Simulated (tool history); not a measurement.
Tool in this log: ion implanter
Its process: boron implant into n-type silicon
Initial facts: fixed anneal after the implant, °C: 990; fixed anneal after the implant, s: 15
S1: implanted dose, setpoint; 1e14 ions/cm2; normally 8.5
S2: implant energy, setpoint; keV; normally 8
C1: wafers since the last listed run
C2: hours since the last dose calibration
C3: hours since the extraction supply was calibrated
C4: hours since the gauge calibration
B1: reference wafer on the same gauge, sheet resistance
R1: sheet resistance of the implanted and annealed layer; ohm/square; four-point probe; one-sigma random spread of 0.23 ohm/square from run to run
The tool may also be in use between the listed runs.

run	hour	S1	S2	C1	C2	C3	C4	B1	R1
1	0	8.5	8	0	2442.2	3692.8	365.8	161.05	150.66
2	18.5	8.5	8	298	2460.7	3711.3	384.3	161.04	150.27
3	119.7	8.5	8	1631	2561.9	3812.5	485.5	160.99	150.53
4	134	8.5	9.5	230	2576.2	3826.8	499.8	161	144.51
5	152.5	8.5	9.5	298	2594.7	3845.3	518.3	161	144.28
6	187.7	8.5	8	567	2629.9	3880.5	553.5	160.96	150.5
7	207.4	8.5	8	317	2649.6	3900.2	573.2	161.03	150.82
8	238.2	8.5	8	496	2680.4	3931	604	160.94	150.42
# hour 268.3: Faraday cup replaced and dose calibrated
9	268.8	8.5	9	364	0.5	3961.6	634.6	161.02	149.91
10	295.6	8.5	9	431	27.3	3988.4	661.4	161.05	149.81
11	326.6	8.5	9	499	58.3	4019.4	692.4	160.98	149.56
12	355.8	8.5	10	470	87.5	4048.6	721.6	161	146.12
13	385.8	8.5	10	483	117.5	4078.6	751.6	161.05	145.58
# hour 399.2: gauge calibrated
14	404.7	8.5	10	304	136.4	4097.5	5.5	160.97	145.86
15	426.7	6.54	8	354	158.4	4119.5	27.5	160.98	180.45
16	454.8	10.4	8	452	186.5	4147.6	55.6	161.05	137.68
17	484.1	9.7	10.5	472	215.8	4176.9	84.9	160.98	132.83
18	502.2	10.96	5.5	291	233.9	4195	103	160.97	156.94
# hour 510.3: extraction supply calibrated
19	523.6	6.97	7	215	255.3	13.3	124.4	161.05	177.27
20	543.3	8.5	6.5	317	275	33	144.1	161.04	161.32
21	569.7	10.48	8	425	301.4	59.4	170.5	161.05	136.94
22	599.1	6.12	8	473	330.8	88.8	199.9	160.97	188.39
23	633.9	8.5	8	560	365.6	123.6	234.7	160.99	152.27

The next listed run, before its measurement:
24	666.5	8.5	8	525	398.2	156.2	267.3	?	?

B1: 160.99
R1: 151.91 ohm/square
Were there no unlogged condition in the tool, this run, its random variation unchanged, would have produced R1 154.38 ohm/square.
